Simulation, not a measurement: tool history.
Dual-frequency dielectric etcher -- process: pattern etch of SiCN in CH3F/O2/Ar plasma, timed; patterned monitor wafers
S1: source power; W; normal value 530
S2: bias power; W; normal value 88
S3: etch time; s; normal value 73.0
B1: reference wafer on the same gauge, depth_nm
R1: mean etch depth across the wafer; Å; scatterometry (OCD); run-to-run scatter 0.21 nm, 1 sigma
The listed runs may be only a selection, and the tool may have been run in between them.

run,hour,S1,S2,S3,B1,R1
1,0.0,530,88,64.0,27.96,301.2
2,17.9,530,88,64.0,27.96,304.2
3,27.2,530,88,64.0,27.95,304.2
4,43.7,530,88,73.0,28.02,343.9
# hour 79.5: upper electrode replaced
5,86.7,530,70,73.0,27.99,323.8
# hour 100.4: bias power generator calibrated
6,100.9,590,98,52.0,27.98,261.0
7,109.5,430,107,88.0,28.00,413.2
8,121.3,580,88,57.5,28.02,278.1
# hour 153.8: wet clean of the chamber
9,154.3,530,88,73.0,27.98,345.3
10,154.6,440,107,78.5,28.00,373.1
11,154.9,530,88,73.0,28.04,347.0
# hour 169.7: source power generator calibrated
12,170.2,640,67,86.0,27.97,401.7
13,175.9,490,110,52.0,28.03,257.8
14,191.4,500,74,91.5,28.06,399.3
15,204.2,580,88,89.5,27.96,437.6
16,219.8,490,81,86.5,27.96,385.7
# hour 231.0: gauge calibrated
17,232.8,620,88,73.0,28.02,363.8
18,246.9,530,68,73.0,28.00,323.9
19,258.1,440,68,84.5,28.02,348.7
20,267.7,410,88,82.0,27.98,358.3
21,274.8,580,108,73.0,27.99,378.8
22,290.9,530,88,73.0,28.01,348.2
23,305.2,530,88,73.0,27.99,344.7
24,313.2,530,88,64.0,27.98,305.3
25,324.6,530,88,73.0,28.00,340.8
26,332.6,440,80,57.0,28.02,246.9
27,344.7,530,88,62.5,28.02,293.0
28,361.3,530,88,73.0,27.99,346.2
29,373.9,460,88,73.0,28.02,331.3

What the log doesn't show, run by run:
etch rate over this chamber's usual, %: 0 in every run
source power that arrives over what is set, %: 0 in every run
bias power that arrives over what is set, %: 0 in every run
gauge reads high (%): 0 in every run

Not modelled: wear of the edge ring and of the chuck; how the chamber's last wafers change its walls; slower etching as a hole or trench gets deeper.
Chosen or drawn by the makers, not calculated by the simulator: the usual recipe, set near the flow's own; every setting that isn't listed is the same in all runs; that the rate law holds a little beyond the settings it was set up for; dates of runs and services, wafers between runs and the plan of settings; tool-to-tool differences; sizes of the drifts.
